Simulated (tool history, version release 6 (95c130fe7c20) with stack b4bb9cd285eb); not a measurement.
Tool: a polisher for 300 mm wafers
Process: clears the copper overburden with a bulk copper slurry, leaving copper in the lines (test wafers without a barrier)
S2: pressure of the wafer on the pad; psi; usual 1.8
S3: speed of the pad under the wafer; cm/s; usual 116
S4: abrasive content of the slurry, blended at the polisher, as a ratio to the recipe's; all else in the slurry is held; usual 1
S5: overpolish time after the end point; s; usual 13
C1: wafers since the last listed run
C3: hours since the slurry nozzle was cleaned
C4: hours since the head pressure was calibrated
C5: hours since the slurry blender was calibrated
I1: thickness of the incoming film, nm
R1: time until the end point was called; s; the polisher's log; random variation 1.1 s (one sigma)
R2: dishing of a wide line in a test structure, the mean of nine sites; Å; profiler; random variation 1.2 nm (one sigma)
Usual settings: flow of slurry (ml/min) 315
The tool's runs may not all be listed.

{"run": 1, "day": 0.0, "flow of slurry (ml/min)": 315, "S2": 1.8, "S3": 116, "S4": 1, "S5": 13, "C1": 0, "wafers polished on this pad": 1037, "C3": 224.1, "C4": 42.3, "C5": 119.1, "I1": 695.7, "R1": 86.7, "R2": 569}
{"run": 2, "day": 2.217, "flow of slurry (ml/min)": 315, "S2": 1.8, "S3": 116, "S4": 1, "S5": 13, "C1": 337, "wafers polished on this pad": 1374, "C3": 277.3, "C4": 95.5, "C5": 172.3, "I1": 690.4, "R1": 83.2, "R2": 570}
{"run": 3, "day": 4.908, "flow of slurry (ml/min)": 315, "S2": 1.8, "S3": 116, "S4": 1, "S5": 13, "C1": 410, "wafers polished on this pad": 1784, "C3": 341.9, "C4": 160.1, "C5": 236.9, "I1": 702.6, "R1": 89.9, "R2": 568}
{"day": 5.708, "done": "worn pad replaced by a new one"}
{"day": 7.292, "done": "slurry blender recalibrated"}
{"run": 4, "day": 7.508, "flow of slurry (ml/min)": 315, "S2": 1.8, "S3": 116, "S4": 1, "S5": 13, "C1": 358, "wafers polished on this pad": 261, "C3": 404.3, "C4": 222.5, "C5": 5.2, "I1": 693.9, "R1": 83, "R2": 580}
{"run": 5, "day": 9.012, "flow of slurry (ml/min)": 315, "S2": 1.8, "S3": 90, "S4": 1, "S5": 13, "C1": 229, "wafers polished on this pad": 490, "C3": 440.4, "C4": 258.6, "C5": 41.3, "I1": 695.1, "R1": 106.7, "R2": 500}
{"run": 6, "day": 10.229, "flow of slurry (ml/min)": 315, "S2": 1.8, "S3": 116, "S4": 1, "S5": 13, "C1": 185, "wafers polished on this pad": 675, "C3": 469.6, "C4": 287.8, "C5": 70.5, "I1": 701.2, "R1": 85.7, "R2": 568}
{"run": 7, "day": 12.204, "flow of slurry (ml/min)": 315, "S2": 1.8, "S3": 116, "S4": 1, "S5": 13, "C1": 300, "wafers polished on this pad": 976, "C3": 517, "C4": 335.2, "C5": 117.9, "I1": 699.3, "R1": 86.3, "R2": 582}
{"run": 8, "day": 13.596, "flow of slurry (ml/min)": 315, "S2": 1.8, "S3": 116, "S4": 1, "S5": 13, "C1": 212, "wafers polished on this pad": 1188, "C3": 550.4, "C4": 368.6, "C5": 151.3, "I1": 691.1, "R1": 84.2, "R2": 566}
{"day": 15.525, "done": "head pressure recalibrated"}
{"run": 9, "day": 16.25, "flow of slurry (ml/min)": 315, "S2": 1.8, "S3": 116, "S4": 1, "S5": 13, "C1": 391, "wafers polished on this pad": 1580, "C3": 614.1, "C4": 17.4, "C5": 215, "I1": 692.8, "R1": 87.9, "R2": 558}
{"day": 18.488, "done": "worn pad replaced by a new one"}
{"run": 10, "day": 18.538, "flow of slurry (ml/min)": 315, "S2": 1.8, "S3": 116, "S4": 1, "S5": 13, "C1": 323, "wafers polished on this pad": 7, "C3": 669, "C4": 72.3, "C5": 269.9, "I1": 688.4, "R1": 87.6, "R2": 543}
{"run": 11, "day": 20.762, "flow of slurry (ml/min)": 355, "S2": 1.8, "S3": 116, "S4": 1, "S5": 13, "C1": 338, "wafers polished on this pad": 346, "C3": 722.4, "C4": 125.7, "C5": 323.3, "I1": 706.2, "R1": 88.1, "R2": 551}
{"day": 21.171, "done": "slurry blender recalibrated"}
{"day": 22.217, "done": "slurry nozzle cleaned"}
{"run": 12, "day": 23.533, "flow of slurry (ml/min)": 315, "S2": 1.8, "S3": 116, "S4": 1, "S5": 13, "C1": 403, "wafers polished on this pad": 749, "C3": 31.6, "C4": 192.2, "C5": 56.7, "I1": 695, "R1": 84.4, "R2": 565}
{"run": 13, "day": 30.854, "flow of slurry (ml/min)": 315, "S2": 1.8, "S3": 116, "S4": 1, "S5": 13, "C1": 1115, "wafers polished on this pad": 1864, "C3": 207.3, "C4": 367.9, "C5": 232.4, "I1": 700.3, "R1": 89.4, "R2": 569}
{"day": 32.171, "done": "worn pad replaced by a new one"}
{"day": 34.054, "done": "head pressure recalibrated"}
{"run": 14, "day": 34.979, "flow of slurry (ml/min)": 315, "S2": 1.8, "S3": 116, "S4": 1, "S5": 13, "C1": 590, "wafers polished on this pad": 414, "C3": 306.3, "C4": 22.2, "C5": 331.4, "I1": 693.9, "R1": 90.8, "R2": 561}
{"day": 36.533, "done": "slurry blender recalibrated"}
{"run": 15, "day": 37.583, "flow of slurry (ml/min)": 315, "S2": 1.6, "S3": 82, "S4": 1, "S5": 13, "C1": 384, "wafers polished on this pad": 798, "C3": 368.8, "C4": 84.7, "C5": 25.2, "I1": 692.2, "R1": 126.2, "R2": 435}
{"run": 16, "day": 41.212, "flow of slurry (ml/min)": 315, "S2": 1.8, "S3": 116, "S4": 1, "S5": 13, "C1": 552, "wafers polished on this pad": 1351, "C3": 455.9, "C4": 171.8, "C5": 112.3, "I1": 696.1, "R1": 85, "R2": 580}
{"run": 17, "day": 43.554, "flow of slurry (ml/min)": 230, "S2": 1.8, "S3": 84, "S4": 1.25, "S5": 5, "C1": 356, "wafers polished on this pad": 1708, "C3": 512.1, "C4": 228, "C5": 168.5, "I1": 684.5, "R1": 115.6, "R2": 209}
{"day": 45.825, "done": "worn pad replaced by a new one"}
{"run": 18, "day": 45.867, "flow of slurry (ml/min)": 315, "S2": 1.3, "S3": 88, "S4": 1, "S5": 21, "C1": 326, "wafers polished on this pad": 6, "C3": 567.6, "C4": 283.5, "C5": 224, "I1": 701.7, "R1": 142.9, "R2": 554}
{"run": 19, "day": 47.658, "flow of slurry (ml/min)": 400, "S2": 2.1, "S3": 116, "S4": 0.9, "S5": 13, "C1": 272, "wafers polished on this pad": 279, "C3": 610.6, "C4": 326.5, "C5": 267, "I1": 688, "R1": 81.4, "R2": 581}
{"day": 48.188, "done": "slurry blender recalibrated"}
{"run": 20, "day": 50.133, "flow of slurry (ml/min)": 235, "S2": 1.8, "S3": 116, "S4": 1, "S5": 8, "C1": 364, "wafers polished on this pad": 643, "C3": 670, "C4": 385.9, "C5": 46.7, "I1": 699.4, "R1": 88.8, "R2": 399}
{"run": 21, "day": 51.792, "flow of slurry (ml/min)": 315, "S2": 2.3, "S3": 116, "S4": 1, "S5": 18, "C1": 252, "wafers polished on this pad": 896, "C3": 709.8, "C4": 425.7, "C5": 86.5, "I1": 689.6, "R1": 72.4, "R2": 734}
{"day": 53.879, "done": "slurry nozzle cleaned"}
{"day": 54.0, "done": "head pressure recalibrated"}
{"run": 22, "day": 54.346, "flow of slurry (ml/min)": 355, "S2": 1.4, "S3": 116, "S4": 0.85, "S5": 16, "C1": 370, "wafers polished on this pad": 1266, "C3": 11.2, "C4": 8.3, "C5": 147.8, "I1": 695.4, "R1": 101, "R2": 578}
{"run": 23, "day": 60.175, "flow of slurry (ml/min)": 315, "S2": 1.5, "S3": 126, "S4": 1, "S5": 10, "C1": 888, "wafers polished on this pad": 2154, "C3": 151.1, "C4": 148.2, "C5": 287.7, "I1": 702.6, "R1": 93.1, "R2": 461}
{"day": 60.729, "done": "worn pad replaced by a new one"}
{"run": 24, "day": 61.862, "flow of slurry (ml/min)": 315, "S2": 1.5, "S3": 126, "S4": 1, "S5": 10, "C1": 231, "wafers polished on this pad": 172, "C3": 191.6, "C4": 188.7, "C5": 328.2, "I1": 708.6, "R1": 92.7, "R2": 448}
{"day": 63.333, "done": "slurry blender recalibrated"}
{"run": 25, "day": 63.875, "flow of slurry (ml/min)": 410, "S2": 1.8, "S3": 116, "S4": 1, "S5": 13, "C1": 293, "wafers polished on this pad": 466, "C3": 239.9, "C4": 237, "C5": 13, "I1": 698.9, "R1": 81.9, "R2": 589}
{"run": 26, "day": 65.654, "flow of slurry (ml/min)": 315, "S2": 2.1, "S3": 116, "S4": 1, "S5": 15, "C1": 271, "wafers polished on this pad": 737, "C3": 282.6, "C4": 279.7, "C5": 55.7, "I1": 686.5, "R1": 75.2, "R2": 661}
{"run": 27, "day": 68.0, "flow of slurry (ml/min)": 210, "S2": 2.1, "S3": 144, "S4": 0.7, "S5": 13, "C1": 357, "wafers polished on this pad": 1095, "C3": 338.9, "C4": 336, "C5": 112, "I1": 697.8, "R1": 69.2, "R2": 643}

Measured less the same run without the tool's hidden state. The same run-to-run variation is in both; the gauge's scatter may not be:
The hidden state here: removal rate lost through wear of the pad, %; slurry flow missing at the pad, %; deviation of the head's pressure from its setpoint, %; abrasive missing from the slurry, %.
run=1 R1=+2.2 R2=-9
run=2 R1=+3.1 R2=-13
run=3 R1=+4.7 R2=-19
run=4 R1=+0.4 R2=-2
run=5 R1=+1.3 R2=-5
run=6 R1=+1.6 R2=-7
run=7 R1=+2.6 R2=-10
run=8 R1=+3 R2=-13
run=9 R1=+4.5 R2=-18
run=10 R1=+5.6 R2=-22
run=11 R1=+6.8 R2=-28
run=12 R1=+1.8 R2=-7
run=13 R1=+5.5 R2=-23
run=14 R1=+7.9 R2=-32
run=15 R1=+1.1 R2=-2
run=16 R1=+2.3 R2=-10
run=17 R1=+4.6 R2=-7
run=18 R1=+7.4 R2=-17
run=19 R1=+5 R2=-22
run=20 R1=+1.3 R2=-5
run=21 R1=+1.6 R2=-8
run=22 R1=+3.6 R2=-13
run=23 R1=+6.5 R2=-23
run=24 R1=+7.4 R2=-27
run=25 R1=+0.2 R2=-1
run=26 R1=+0.9 R2=-4
run=27 R1=+1.5 R2=-8
